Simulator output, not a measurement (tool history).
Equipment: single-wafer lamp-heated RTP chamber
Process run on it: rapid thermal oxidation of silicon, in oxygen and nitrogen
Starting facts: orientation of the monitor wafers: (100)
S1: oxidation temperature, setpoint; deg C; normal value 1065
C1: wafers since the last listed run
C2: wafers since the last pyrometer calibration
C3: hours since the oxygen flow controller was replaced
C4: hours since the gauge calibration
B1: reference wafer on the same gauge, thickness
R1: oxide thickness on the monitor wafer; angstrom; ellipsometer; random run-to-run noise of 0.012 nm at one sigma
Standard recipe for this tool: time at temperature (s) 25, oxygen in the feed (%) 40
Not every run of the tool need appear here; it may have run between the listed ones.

{"run": 1, "hour": 0.0, "S1": 1065, "time at temperature (s)": 25, "oxygen in the feed (%)": 40, "C1": 0, "C2": 2285, "C3": 3932.1, "C4": 177.2, "B1": 4.09, "R1": 50.16}
{"run": 2, "hour": 23.3, "S1": 1065, "time at temperature (s)": 25, "oxygen in the feed (%)": 40, "C1": 311, "C2": 2596, "C3": 3955.4, "C4": 200.5, "B1": 4.092, "R1": 50.05}
{"run": 3, "hour": 49.7, "S1": 1065, "time at temperature (s)": 25, "oxygen in the feed (%)": 40, "C1": 352, "C2": 2949, "C3": 3981.8, "C4": 226.9, "B1": 4.092, "R1": 50.23}
{"run": 4, "hour": 76.7, "S1": 1065, "time at temperature (s)": 25, "oxygen in the feed (%)": 40, "C1": 360, "C2": 3310, "C3": 4008.8, "C4": 253.9, "B1": 4.089, "R1": 50.3}
{"hour": 115.5, "done": "pyrometer window cleaned and pyrometer calibrated"}
{"run": 5, "hour": 116.0, "S1": 1087, "time at temperature (s)": 17, "oxygen in the feed (%)": 40, "C1": 418, "C2": 6, "C3": 4048.1, "C4": 293.2, "B1": 4.09, "R1": 48.95}
{"hour": 126.1, "done": "gauge calibrated"}
{"hour": 152.6, "done": "oxygen flow controller replaced"}
{"run": 6, "hour": 153.1, "S1": 1087, "time at temperature (s)": 17, "oxygen in the feed (%)": 40, "C1": 388, "C2": 395, "C3": 0.5, "C4": 27, "B1": 4.09, "R1": 49.11}
{"run": 7, "hour": 183.6, "S1": 1087, "time at temperature (s)": 17, "oxygen in the feed (%)": 40, "C1": 407, "C2": 802, "C3": 31, "C4": 57.5, "B1": 4.088, "R1": 49.04}
{"run": 8, "hour": 210.8, "S1": 1055, "time at temperature (s)": 32, "oxygen in the feed (%)": 50, "C1": 363, "C2": 1166, "C3": 58.2, "C4": 84.7, "B1": 4.091, "R1": 55.63}
{"run": 9, "hour": 222.9, "S1": 1065, "time at temperature (s)": 30, "oxygen in the feed (%)": 40, "C1": 161, "C2": 1328, "C3": 70.3, "C4": 96.8, "B1": 4.091, "R1": 53.69}
{"run": 10, "hour": 256.4, "S1": 1065, "time at temperature (s)": 25, "oxygen in the feed (%)": 40, "C1": 447, "C2": 1775, "C3": 103.8, "C4": 130.3, "B1": 4.09, "R1": 49.93}
{"run": 11, "hour": 284.4, "S1": 1087, "time at temperature (s)": 17, "oxygen in the feed (%)": 40, "C1": 374, "C2": 2149, "C3": 131.8, "C4": 158.3, "B1": 4.088, "R1": 49.24}
{"run": 12, "hour": 306.8, "S1": 1092, "time at temperature (s)": 29, "oxygen in the feed (%)": 51, "C1": 299, "C2": 2449, "C3": 154.2, "C4": 180.7, "B1": 4.09, "R1": 68.82}
{"run": 13, "hour": 332.3, "S1": 1065, "time at temperature (s)": 22, "oxygen in the feed (%)": 40, "C1": 340, "C2": 2790, "C3": 179.7, "C4": 206.2, "B1": 4.095, "R1": 47.5}
{"run": 14, "hour": 351.3, "S1": 1093, "time at temperature (s)": 19, "oxygen in the feed (%)": 48, "C1": 253, "C2": 3044, "C3": 198.7, "C4": 225.2, "B1": 4.089, "R1": 56.9}
{"run": 15, "hour": 380.5, "S1": 1065, "time at temperature (s)": 25, "oxygen in the feed (%)": 32, "C1": 390, "C2": 3434, "C3": 227.9, "C4": 254.4, "B1": 4.089, "R1": 46.62}

Predict each of these 3 candidate next runs independently; none follows another, all start after run 15:
{"run": "A", "hour": 380.9, "S1": 1065, "time at temperature (s)": 25, "oxygen in the feed (%)": 40, "C1": 5, "C2": 3439, "C3": 228.3, "C4": 254.8, "B1": "?", "R1": "?"}
{"run": "B", "hour": 380.9, "S1": 1038, "time at temperature (s)": 32, "oxygen in the feed (%)": 30, "C1": 5, "C2": 3439, "C3": 228.3, "C4": 254.8, "B1": "?", "R1": "?"}
{"run": "C", "hour": 380.9, "S1": 1055, "time at temperature (s)": 25, "oxygen in the feed (%)": 40, "C1": 5, "C2": 3439, "C3": 228.3, "C4": 254.8, "B1": "?", "R1": "?"}

run=A B1=4.089 R1=50.28
run=B B1=4.089 R1=42.63
run=C B1=4.089 R1=47.18
Had the tool no hidden state, the same runs would have come out as:
run=A R1=49.67
run=B R1=42.14
run=C R1=46.61

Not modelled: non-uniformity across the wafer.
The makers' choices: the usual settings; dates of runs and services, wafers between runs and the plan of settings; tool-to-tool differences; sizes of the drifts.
